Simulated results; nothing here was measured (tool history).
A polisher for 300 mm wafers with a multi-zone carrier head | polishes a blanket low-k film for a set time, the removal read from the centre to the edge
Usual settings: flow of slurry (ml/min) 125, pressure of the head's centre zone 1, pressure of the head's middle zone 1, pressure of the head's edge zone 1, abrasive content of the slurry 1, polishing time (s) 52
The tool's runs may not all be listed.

| run | day | flow of slurry (ml/min) | pressure of the head's centre zone | pressure of the head's middle zone | pressure of the head's edge zone | abrasive content of the slurry | polishing time (s) | wafers since the last listed run | wafers polished on this pad | hours since the slurry nozzle was cleaned | hours since the centre zone pressure was calibrated | hours since the edge zone pressure was calibrated | hours since the carrier head's membrane was replaced | incoming thickness of the incoming film, nm | film removed at the wafer's centre (nm) | film removed at mid-radius (nm) | film removed at the wafer's edge (nm) |
|---|---|---|---|---|---|---|---|---|---|---|---|---|---|---|---|---|---|
| 1 | 0 | 125 | 1 | 1 | 1 | 1 | 52 | 0 | 650 | 265.8 | 871.9 | 162 | 514.7 | 547.8 | 23.1 | 23 | 24.4 |
| 2 | 1.221 | 125 | 1 | 1 | 1 | 0.9 | 52 | 225 | 876 | 295.1 | 901.2 | 191.3 | 544 | 555 | 21.9 | 21.9 | 22.8 |
| 3 | 3.992 | 125 | 1 | 1 | 1 | 0.9 | 52 | 512 | 1389 | 361.6 | 967.7 | 257.8 | 610.5 | 547.1 | 21.8 | 22.1 | 22.7 |
|  | 4.696 | worn pad replaced by a new one |
| 4 | 6.288 | 125 | 1 | 1 | 1 | 0.9 | 52 | 393 | 294 | 416.7 | 1022.8 | 312.9 | 665.6 | 550.1 | 21.5 | 21.4 | 23.1 |
|  | 12.05 | worn pad replaced by a new one |
|  | 13.179 | centre zone pressure recalibrated |
| 5 | 14.096 | 125 | 1 | 0.97 | 1 | 1 | 52 | 1397 | 363 | 604.1 | 22 | 500.3 | 853 | 544.9 | 22.6 | 21.7 | 23.3 |
|  | 14.221 | edge zone pressure recalibrated |
| 6 | 15.404 | 125 | 1 | 0.97 | 1 | 1 | 52 | 226 | 589 | 635.5 | 53.4 | 28.4 | 884.4 | 543.2 | 22.8 | 21.7 | 24.1 |
| 7 | 17.983 | 125 | 1 | 0.97 | 1 | 1 | 52 | 476 | 1066 | 697.4 | 115.3 | 90.3 | 946.3 | 539.2 | 22.7 | 22 | 23.9 |
|  | 19.108 | worn pad replaced by a new one |
| 8 | 19.75 | 125 | 1 | 1 | 1 | 1 | 52 | 295 | 118 | 739.8 | 157.7 | 132.7 | 988.7 | 551.2 | 22.5 | 22 | 22.9 |
| 9 | 21.558 | 125 | 1 | 1.12 | 1 | 1 | 60 | 334 | 452 | 783.2 | 201.1 | 176.1 | 1032.1 | 542.1 | 25.8 | 28.3 | 27.1 |
| 10 | 23.346 | 125 | 1 | 1 | 1 | 1 | 52 | 330 | 783 | 826.1 | 244 | 219 | 1075 | 555.2 | 22.1 | 21.9 | 23.5 |
|  | 24.071 | slurry nozzle cleaned |
|  | 25.162 | carrier head's membrane replaced by a new one |
| 11 | 25.183 | 90 | 0.9 | 1 | 1 | 1 | 52 | 293 | 1077 | 26.7 | 288.1 | 263.1 | 0.5 | 551 | 15 | 17.3 | 20.7 |
|  | 27.108 | worn pad replaced by a new one |
| 12 | 27.692 | 145 | 1 | 1 | 1 | 0.75 | 37 | 433 | 107 | 86.9 | 348.3 | 323.3 | 60.7 | 555.8 | 12.9 | 13.1 | 13.9 |
| 13 | 28.888 | 125 | 1 | 1 | 1 | 1.1 | 52 | 221 | 328 | 115.6 | 377 | 352 | 89.4 | 552.1 | 19.4 | 19.8 | 22.5 |
|  | 29.433 | slurry nozzle cleaned, repeated, since the last time left the tool worse |
| 14 | 31.133 | 155 | 1 | 1 | 1 | 1 | 52 | 407 | 736 | 40.8 | 430.9 | 405.9 | 143.3 | 549.4 | 25.2 | 24.8 | 25.5 |
| 15 | 32.938 | 125 | 1 | 1 | 0.92 | 0.8 | 52 | 333 | 1070 | 84.1 | 474.2 | 449.2 | 186.6 | 558.2 | 21.9 | 21 | 21.7 |
|  | 33.533 | worn pad replaced by a new one |
| 16 | 34.138 | 125 | 1 | 1 | 1 | 1.3 | 52 | 191 | 111 | 112.9 | 503 | 478 | 215.4 | 559 | 26.8 | 26.5 | 26.9 |
| 17 | 35.971 | 125 | 1 | 1 | 1 | 1 | 52 | 339 | 451 | 156.9 | 547 | 522 | 259.4 | 548 | 23.5 | 22.9 | 24.3 |

5 ways to go on from here, each from the tool as it stands after run 17. What would each give?
| A | 35.988 | 125 | 1 | 1 | 1 | 1 | 52 | 3 | 454 | 157.3 | 547.4 | 522.4 | 259.8 | 557.6 | ? | ? | ? |
| B | 35.988 | 160 | 1 | 1 | 1 | 1.25 | 52 | 3 | 454 | 157.3 | 547.4 | 522.4 | 259.8 | 557.6 | ? | ? | ? |
| C | 35.988 | 110 | 1 | 1 | 1 | 1 | 44 | 3 | 454 | 157.3 | 547.4 | 522.4 | 259.8 | 557.6 | ? | ? | ? |
| D | 35.988 | 125 | 1 | 1.07 | 1 | 1 | 52 | 3 | 454 | 157.3 | 547.4 | 522.4 | 259.8 | 557.6 | ? | ? | ? |
| E | 35.988 | 125 | 1.11 | 1 | 1.05 | 1 | 52 | 3 | 454 | 157.3 | 547.4 | 522.4 | 259.8 | 557.6 | ? | ? | ? |

| run | film removed at the wafer's centre (nm) | film removed at mid-radius (nm) | film removed at the wafer's edge (nm) |
|---|---|---|---|
| A | 23.5 | 23 | 24.6 |
| B | 27.4 | 26.6 | 28 |
| C | 19.1 | 18.8 | 20.3 |
| D | 23.5 | 24.4 | 24.5 |
| E | 26.1 | 23 | 25 |
Without the tool's hidden state the same runs would have given:
| run | film removed at the wafer's centre (nm) | film removed at mid-radius (nm) | film removed at the wafer's edge (nm) |
|---|---|---|---|
| A | 24.3 | 23.7 | 25.1 |
| B | 28.2 | 27.3 | 28.5 |
| C | 19.9 | 19.5 | 20.8 |
| D | 24.4 | 25.2 | 25.1 |
| E | 27 | 23.7 | 25.5 |
